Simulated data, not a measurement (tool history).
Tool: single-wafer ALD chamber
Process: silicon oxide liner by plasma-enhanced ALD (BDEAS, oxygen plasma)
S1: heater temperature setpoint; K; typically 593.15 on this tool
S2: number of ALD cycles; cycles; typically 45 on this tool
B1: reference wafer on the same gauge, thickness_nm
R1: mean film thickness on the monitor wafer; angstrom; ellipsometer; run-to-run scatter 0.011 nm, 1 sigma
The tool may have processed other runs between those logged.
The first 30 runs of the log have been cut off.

| run | hour | S1 | S2 | B1 | R1 |
|---|---|---|---|---|---|
| 31 | 403.2 | 585.15 | 51 | 4.144 | 49.62 |
| 32 | 412.6 | 580.15 | 37 | 4.147 | 36.38 |
| 33 | 427.9 | 601.15 | 37 | 4.152 | 35.41 |
| 34 | 442.2 | 601.15 | 40 | 4.150 | 37.97 |
|  | 448.7 | gauge calibrated |
| 35 | 449.7 | 593.15 | 50 | 4.071 | 47.37 |
| 36 | 465.9 | 600.15 | 50 | 4.074 | 47.05 |
| 37 | 473.0 | 593.15 | 45 | 4.080 | 42.78 |
| 38 | 488.4 | 593.15 | 45 | 4.089 | 42.85 |
| 39 | 500.1 | 593.15 | 45 | 4.094 | 42.78 |
| 40 | 517.2 | 607.15 | 39 | 4.096 | 36.36 |
| 41 | 528.9 | 593.15 | 45 | 4.103 | 42.67 |
| 42 | 535.0 | 599.15 | 45 | 4.099 | 42.53 |
| 43 | 546.2 | 586.15 | 45 | 4.103 | 43.33 |
| 44 | 552.3 | 606.15 | 38 | 4.107 | 35.67 |
| 45 | 559.0 | 593.15 | 45 | 4.113 | 42.85 |
| 46 | 576.3 | 584.15 | 45 | 4.109 | 43.34 |
| 47 | 583.7 | 587.15 | 42 | 4.110 | 40.51 |
| 48 | 594.4 | 606.15 | 41 | 4.122 | 38.38 |

3 options for the next run, each taken on its own from the tool as it stands now. Forecast them:
| A | 594.9 | 593.15 | 45 | ? | ? |
| B | 594.9 | 593.15 | 40 | ? | ? |
| C | 594.9 | 580.15 | 45 | ? | ? |

| run | B1 | R1 |
|---|---|---|
| A | 4.115 | 43.17 |
| B | 4.115 | 38.37 |
| C | 4.115 | 43.98 |
Without the tool's unlogged condition, the same runs would have read:
| run | R1 |
|---|---|
| A | 42.80 |
| B | 38.04 |
| C | 43.59 |
